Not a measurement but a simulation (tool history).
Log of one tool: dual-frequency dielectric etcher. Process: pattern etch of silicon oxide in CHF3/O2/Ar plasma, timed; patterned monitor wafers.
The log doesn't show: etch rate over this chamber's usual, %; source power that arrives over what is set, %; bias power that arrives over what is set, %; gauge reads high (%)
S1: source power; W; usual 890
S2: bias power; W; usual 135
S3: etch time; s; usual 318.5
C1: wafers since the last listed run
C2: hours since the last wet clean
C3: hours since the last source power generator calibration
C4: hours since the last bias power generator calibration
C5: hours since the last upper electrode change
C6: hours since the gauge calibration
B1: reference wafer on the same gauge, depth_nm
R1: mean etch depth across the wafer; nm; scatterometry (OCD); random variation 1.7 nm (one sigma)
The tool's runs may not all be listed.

run 1 hour=0 | S1=1060 S2=135 S3=318.5 | C1=0 C2=257.1 C3=2524.7 C4=1779 C5=3810.3 C6=77.4 | B1=720.1 | R1=768.1
run 2 hour=25.6 | S1=1060 S2=135 S3=318.5 | C1=73 C2=282.7 C3=2550.3 C4=1804.6 C5=3835.9 C6=103 | B1=720.1 | R1=771.2
run 3 hour=55.5 | S1=890 S2=135 S3=338 | C1=85 C2=312.6 C3=2580.2 C4=1834.5 C5=3865.8 C6=132.9 | B1=719.6 | R1=765.4
run 4 hour=80.2 | S1=890 S2=135 S3=338 | C1=70 C2=337.3 C3=2604.9 C4=1859.2 C5=3890.5 C6=157.6 | B1=720.1 | R1=760.6
-- hour=107.5 wet clean of the chamber
run 5 hour=108 | S1=890 S2=135 S3=318.5 | C1=10 C2=0.5 C3=2632.7 C4=1887 C5=3918.3 C6=185.4 | B1=719.8 | R1=718.3
run 6 hour=128.5 | S1=890 S2=135 S3=318.5 | C1=58 C2=21 C3=2653.2 C4=1907.5 C5=3938.8 C6=205.9 | B1=719.4 | R1=720.8
-- hour=136.8 bias power generator calibrated
run 7 hour=152.5 | S1=890 S2=135 S3=318.5 | C1=57 C2=45 C3=2677.2 C4=15.7 C5=3962.8 C6=229.9 | B1=719.9 | R1=727.9
run 8 hour=171.1 | S1=1020 S2=135 S3=371 | C1=53 C2=63.6 C3=2695.8 C4=34.3 C5=3981.4 C6=248.5 | B1=720.1 | R1=896.8
-- hour=185 source power generator calibrated
run 9 hour=190.8 | S1=1000 S2=135 S3=292 | C1=45 C2=83.3 C3=5.8 C4=54 C5=4001.1 C6=268.2 | B1=720.1 | R1=685
run 10 hour=217.8 | S1=1010 S2=110 S3=245.5 | C1=77 C2=110.3 C3=32.8 C4=81 C5=4028.1 C6=295.2 | B1=720.5 | R1=537.8
run 11 hour=240.7 | S1=810 S2=168 S3=395.5 | C1=65 C2=133.2 C3=55.7 C4=103.9 C5=4051 C6=318.1 | B1=719.8 | R1=926.5
run 12 hour=257.3 | S1=890 S2=146 S3=398.5 | C1=47 C2=149.8 C3=72.3 C4=120.5 C5=4067.6 C6=334.7 | B1=720.3 | R1=915.5
-- hour=284.3 upper electrode replaced
run 13 hour=284.8 | S1=890 S2=144 S3=272 | C1=10 C2=177.3 C3=99.8 C4=148 C5=0.5 C6=362.2 | B1=719.9 | R1=622.7
run 14 hour=301.6 | S1=1040 S2=111 S3=397 | C1=48 C2=194.1 C3=116.6 C4=164.8 C5=17.3 C6=379 | B1=720.2 | R1=883.3
run 15 hour=314.9 | S1=710 S2=153 S3=255.5 | C1=38 C2=207.4 C3=129.9 C4=178.1 C5=30.6 C6=392.3 | B1=720.3 | R1=550.3
run 16 hour=340.9 | S1=970 S2=102 S3=258 | C1=74 C2=233.4 C3=155.9 C4=204.1 C5=56.6 C6=418.3 | B1=719.9 | R1=541.1
run 17 hour=389.5 | S1=1040 S2=135 S3=318.5 | C1=139 C2=282 C3=204.5 C4=252.7 C5=105.2 C6=466.9 | B1=720.2 | R1=757.1
run 18 hour=410.8 | S1=1010 S2=101 S3=318.5 | C1=61 C2=303.3 C3=225.8 C4=274 C5=126.5 C6=488.2 | B1=720 | R1=675.8
run 19 hour=429.5 | S1=1020 S2=135 S3=318.5 | C1=53 C2=322 C3=244.5 C4=292.7 C5=145.2 C6=506.9 | B1=720.1 | R1=749.8
run 20 hour=462.3 | S1=680 S2=135 S3=223 | C1=94 C2=354.8 C3=277.3 C4=325.5 C5=178 C6=539.7 | B1=719.4 | R1=448.8
run 21 hour=493.8 | S1=890 S2=103 S3=235.5 | C1=90 C2=386.3 C3=308.8 C4=357 C5=209.5 C6=571.2 | B1=720.1 | R1=477.4
run 22 hour=517 | S1=890 S2=135 S3=318.5 | C1=66 C2=409.5 C3=332 C4=380.2 C5=232.7 C6=594.4 | B1=720.3 | R1=711
-- hour=548.4 wet clean of the chamber
run 23 hour=548.9 | S1=950 S2=152 S3=318.5 | C1=22 C2=0.5 C3=363.9 C4=412.1 C5=264.6 C6=626.3 | B1=720.3 | R1=762.3
run 24 hour=562.3 | S1=890 S2=135 S3=318.5 | C1=38 C2=13.9 C3=377.3 C4=425.5 C5=278 C6=639.7 | B1=719.9 | R1=711.1
run 25 hour=583.1 | S1=890 S2=135 S3=318.5 | C1=59 C2=34.7 C3=398.1 C4=446.3 C5=298.8 C6=660.5 | B1=719.7 | R1=711.4
run 26 hour=602.9 | S1=890 S2=135 S3=384 | C1=56 C2=54.5 C3=417.9 C4=466.1 C5=318.6 C6=680.3 | B1=719.9 | R1=852.4
run 27 hour=633.5 | S1=960 S2=168 S3=405 | C1=87 C2=85.1 C3=448.5 C4=496.7 C5=349.2 C6=710.9 | B1=720.1 | R1=1008.1
run 28 hour=668.7 | S1=990 S2=164 S3=247.5 | C1=100 C2=120.3 C3=483.7 C4=531.9 C5=384.4 C6=746.1 | B1=720.1 | R1=616.8
run 29 hour=696 | S1=890 S2=135 S3=290 | C1=78 C2=147.6 C3=511 C4=559.2 C5=411.7 C6=773.4 | B1=720.1 | R1=647.1
run 30 hour=729.3 | S1=1060 S2=135 S3=318.5 | C1=95 C2=180.9 C3=544.3 C4=592.5 C5=445 C6=806.7 | B1=720.2 | R1=762.4

4 ways to go on from here, each from the tool as it stands after run 30. What would each give?
run A hour=729.8 | S1=890 S2=135 S3=285 | C1=1 C2=181.4 C3=544.8 C4=593 C5=445.5 C6=807.2 | B1=? | R1=?
run B hour=729.8 | S1=890 S2=135 S3=359.5 | C1=1 C2=181.4 C3=544.8 C4=593 C5=445.5 C6=807.2 | B1=? | R1=?
run C hour=729.8 | S1=810 S2=135 S3=318.5 | C1=1 C2=181.4 C3=544.8 C4=593 C5=445.5 C6=807.2 | B1=? | R1=?
run D hour=729.8 | S1=710 S2=149 S3=359 | C1=1 C2=181.4 C3=544.8 C4=593 C5=445.5 C6=807.2 | B1=? | R1=?

run=A B1=719.7 R1=637.1
run=B B1=719.7 R1=803.7
run=C B1=719.7 R1=686.6
run=D B1=719.7 R1=762.8
Without the tool's hidden state the same runs would have given:
run=A R1=642.2
run=B R1=810.1
run=C R1=692.1
run=D R1=769.3
